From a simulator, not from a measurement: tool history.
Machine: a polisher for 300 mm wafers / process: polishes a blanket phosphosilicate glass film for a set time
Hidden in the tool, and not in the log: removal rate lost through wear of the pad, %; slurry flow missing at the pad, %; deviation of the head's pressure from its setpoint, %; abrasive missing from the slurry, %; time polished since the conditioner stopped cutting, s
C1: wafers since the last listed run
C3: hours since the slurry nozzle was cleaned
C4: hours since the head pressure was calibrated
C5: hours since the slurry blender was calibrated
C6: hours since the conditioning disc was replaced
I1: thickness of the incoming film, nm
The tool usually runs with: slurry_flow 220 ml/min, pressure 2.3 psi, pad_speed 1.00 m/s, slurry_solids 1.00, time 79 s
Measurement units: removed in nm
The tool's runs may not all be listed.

run 1 day=0.000 | slurry_flow=220 pressure=2.3 pad_speed=1.00 slurry_solids=1.00 time=89 | C1=0 wafers_polished_on_this_pad=1380 C3=388.8 C4=1038.5 C5=370.5 C6=194.7 | I1=3535.0 | removed=510.3
run 2 day=2.917 | slurry_flow=220 pressure=2.9 pad_speed=1.00 slurry_solids=1.00 time=79 | C1=554 wafers_polished_on_this_pad=1934 C3=458.8 C4=1108.5 C5=440.5 C6=264.7 | I1=3519.7 | removed=567.2
-- day=3.967 slurry blender recalibrated
-- day=4.946 slurry nozzle cleaned
run 3 day=7.333 | slurry_flow=220 pressure=1.7 pad_speed=1.00 slurry_solids=1.00 time=79 | C1=815 wafers_polished_on_this_pad=2749 C3=57.3 C4=1214.5 C5=80.8 C6=370.7 | I1=3559.8 | removed=348.3
-- day=10.058 worn pad replaced by a new one
run 4 day=11.721 | slurry_flow=220 pressure=1.7 pad_speed=1.00 slurry_solids=1.00 time=79 | C1=801 wafers_polished_on_this_pad=316 C3=162.6 C4=1319.8 C5=186.1 C6=476.0 | I1=3496.0 | removed=351.7
-- day=14.121 conditioning disc replaced and pad reconditioned
run 5 day=16.158 | slurry_flow=220 pressure=1.7 pad_speed=1.00 slurry_solids=1.00 time=79 | C1=827 wafers_polished_on_this_pad=1143 C3=269.1 C4=1426.3 C5=292.6 C6=48.9 | I1=3491.8 | removed=353.5
-- day=17.975 head pressure recalibrated
run 6 day=19.579 | slurry_flow=220 pressure=2.3 pad_speed=1.26 slurry_solids=1.00 time=79 | C1=634 wafers_polished_on_this_pad=1777 C3=351.2 C4=38.5 C5=374.7 C6=131.0 | I1=3531.4 | removed=520.5
run 7 day=23.604 | slurry_flow=220 pressure=2.3 pad_speed=1.26 slurry_solids=1.00 time=79 | C1=764 wafers_polished_on_this_pad=2542 C3=447.8 C4=135.1 C5=471.3 C6=227.6 | I1=3529.0 | removed=515.1
-- day=24.246 slurry blender recalibrated
-- day=25.888 slurry nozzle cleaned
run 8 day=26.696 | slurry_flow=220 pressure=2.3 pad_speed=1.00 slurry_solids=1.00 time=79 | C1=563 wafers_polished_on_this_pad=3106 C3=19.4 C4=209.3 C5=58.8 C6=301.8 | I1=3461.7 | removed=424.1
-- day=27.575 worn pad replaced by a new one
run 9 day=30.888 | slurry_flow=265 pressure=2.3 pad_speed=0.90 slurry_solids=1.00 time=87 | C1=764 wafers_polished_on_this_pad=629 C3=120.0 C4=309.9 C5=159.4 C6=402.4 | I1=3519.8 | removed=443.4
run 10 day=34.017 | slurry_flow=220 pressure=2.3 pad_speed=1.00 slurry_solids=1.00 time=79 | C1=594 wafers_polished_on_this_pad=1223 C3=195.1 C4=385.0 C5=234.5 C6=477.5 | I1=3538.0 | removed=434.4
-- day=36.654 conditioning disc replaced and pad reconditioned
run 11 day=37.638 | slurry_flow=220 pressure=2.3 pad_speed=1.00 slurry_solids=1.00 time=102 | C1=672 wafers_polished_on_this_pad=1895 C3=282.0 C4=471.9 C5=321.4 C6=23.6 | I1=3547.9 | removed=571.3
run 12 day=41.312 | slurry_flow=220 pressure=2.3 pad_speed=1.00 slurry_solids=1.00 time=79 | C1=698 wafers_polished_on_this_pad=2593 C3=370.2 C4=560.1 C5=409.6 C6=111.8 | I1=3571.1 | removed=434.0
run 13 day=43.362 | slurry_flow=220 pressure=1.8 pad_speed=1.00 slurry_solids=1.00 time=99 | C1=389 wafers_polished_on_this_pad=2983 C3=419.4 C4=609.3 C5=458.8 C6=161.0 | I1=3548.2 | removed=437.1
-- day=44.467 slurry nozzle cleaned
-- day=44.550 slurry blender recalibrated
run 14 day=45.917 | slurry_flow=165 pressure=2.9 pad_speed=1.00 slurry_solids=1.00 time=79 | C1=461 wafers_polished_on_this_pad=3445 C3=34.8 C4=670.6 C5=32.8 C6=222.3 | I1=3571.6 | removed=533.0
-- day=47.379 worn pad replaced by a new one
run 15 day=48.308 | slurry_flow=220 pressure=2.3 pad_speed=1.00 slurry_solids=1.00 time=96 | C1=422 wafers_polished_on_this_pad=176 C3=92.2 C4=728.0 C5=90.2 C6=279.7 | I1=3529.2 | removed=541.5
run 16 day=52.342 | slurry_flow=220 pressure=2.3 pad_speed=1.00 slurry_solids=1.00 time=58 | C1=766 wafers_polished_on_this_pad=942 C3=189.0 C4=824.8 C5=187.0 C6=376.5 | I1=3601.3 | removed=332.7
-- day=56.225 conditioning disc replaced and pad reconditioned
run 17 day=61.571 | slurry_flow=220 pressure=2.6 pad_speed=1.14 slurry_solids=1.00 time=79 | C1=1737 wafers_polished_on_this_pad=2680 C3=410.5 C4=1046.3 C5=408.5 C6=128.3 | I1=3494.8 | removed=570.3
-- day=62.658 slurry nozzle cleaned
-- day=62.808 slurry blender recalibrated
run 18 day=63.996 | slurry_flow=280 pressure=1.6 pad_speed=0.66 slurry_solids=0.75 time=79 | C1=437 wafers_polished_on_this_pad=3117 C3=32.1 C4=1104.5 C5=28.5 C6=186.5 | I1=3498.5 | removed=206.5
-- day=66.200 worn pad replaced by a new one
run 19 day=66.592 | slurry_flow=220 pressure=2.3 pad_speed=1.00 slurry_solids=1.20 time=102 | C1=461 wafers_polished_on_this_pad=74 C3=94.4 C4=1166.8 C5=90.8 C6=248.8 | I1=3537.9 | removed=645.5
-- day=70.617 head pressure recalibrated
run 20 day=70.808 | slurry_flow=265 pressure=2.8 pad_speed=1.30 slurry_solids=1.00 time=70 | C1=785 wafers_polished_on_this_pad=860 C3=195.6 C4=4.6 C5=192.0 C6=350.0 | I1=3485.6 | removed=593.0
run 21 day=72.621 | slurry_flow=250 pressure=2.3 pad_speed=1.00 slurry_solids=0.90 time=79 | C1=344 wafers_polished_on_this_pad=1204 C3=239.1 C4=48.1 C5=235.5 C6=393.5 | I1=3545.8 | removed=413.0
-- day=74.371 conditioning disc replaced and pad reconditioned
run 22 day=74.417 | slurry_flow=220 pressure=3.0 pad_speed=0.68 slurry_solids=1.00 time=105 | C1=325 wafers_polished_on_this_pad=1529 C3=282.2 C4=91.2 C5=278.6 C6=1.1 | I1=3548.1 | removed=556.8
run 23 day=77.721 | slurry_flow=280 pressure=1.6 pad_speed=0.66 slurry_solids=0.75 time=79 | C1=627 wafers_polished_on_this_pad=2157 C3=361.5 C4=170.5 C5=357.9 C6=80.4 | I1=3556.2 | removed=190.0
run 24 day=79.483 | slurry_flow=290 pressure=1.7 pad_speed=1.12 slurry_solids=1.00 time=79 | C1=334 wafers_polished_on_this_pad=2492 C3=403.8 C4=212.8 C5=400.2 C6=122.7 | I1=3491.5 | removed=358.8

Predict each of these 5 candidate next runs independently; none follows another, all start after run 24:
run A day=79.500 | slurry_flow=220 pressure=2.3 pad_speed=1.00 slurry_solids=1.00 time=79 | C1=3 wafers_polished_on_this_pad=2495 C3=404.2 C4=213.2 C5=400.6 C6=123.1 | I1=3550.0 | removed=?
run B day=79.500 | slurry_flow=220 pressure=2.3 pad_speed=1.00 slurry_solids=1.20 time=79 | C1=3 wafers_polished_on_this_pad=2495 C3=404.2 C4=213.2 C5=400.6 C6=123.1 | I1=3550.0 | removed=?
run C day=79.500 | slurry_flow=150 pressure=2.3 pad_speed=1.00 slurry_solids=1.20 time=88 | C1=3 wafers_polished_on_this_pad=2495 C3=404.2 C4=213.2 C5=400.6 C6=123.1 | I1=3550.0 | removed=?
run D day=79.500 | slurry_flow=285 pressure=2.3 pad_speed=1.00 slurry_solids=1.00 time=79 | C1=3 wafers_polished_on_this_pad=2495 C3=404.2 C4=213.2 C5=400.6 C6=123.1 | I1=3550.0 | removed=?
run E day=79.500 | slurry_flow=220 pressure=2.9 pad_speed=0.90 slurry_solids=1.25 time=67 | C1=3 wafers_polished_on_this_pad=2495 C3=404.2 C4=213.2 C5=400.6 C6=123.1 | I1=3550.0 | removed=?

run=A removed=437.9
run=B removed=470.6
run=C removed=501.2
run=D removed=448.8
run=E removed=469.2
With the hidden condition removed and each run's random variation left untouched, the same runs would have given:
run=A removed=435.6
run=B removed=468.2
run=C removed=498.6
run=D removed=446.5
run=E removed=466.8
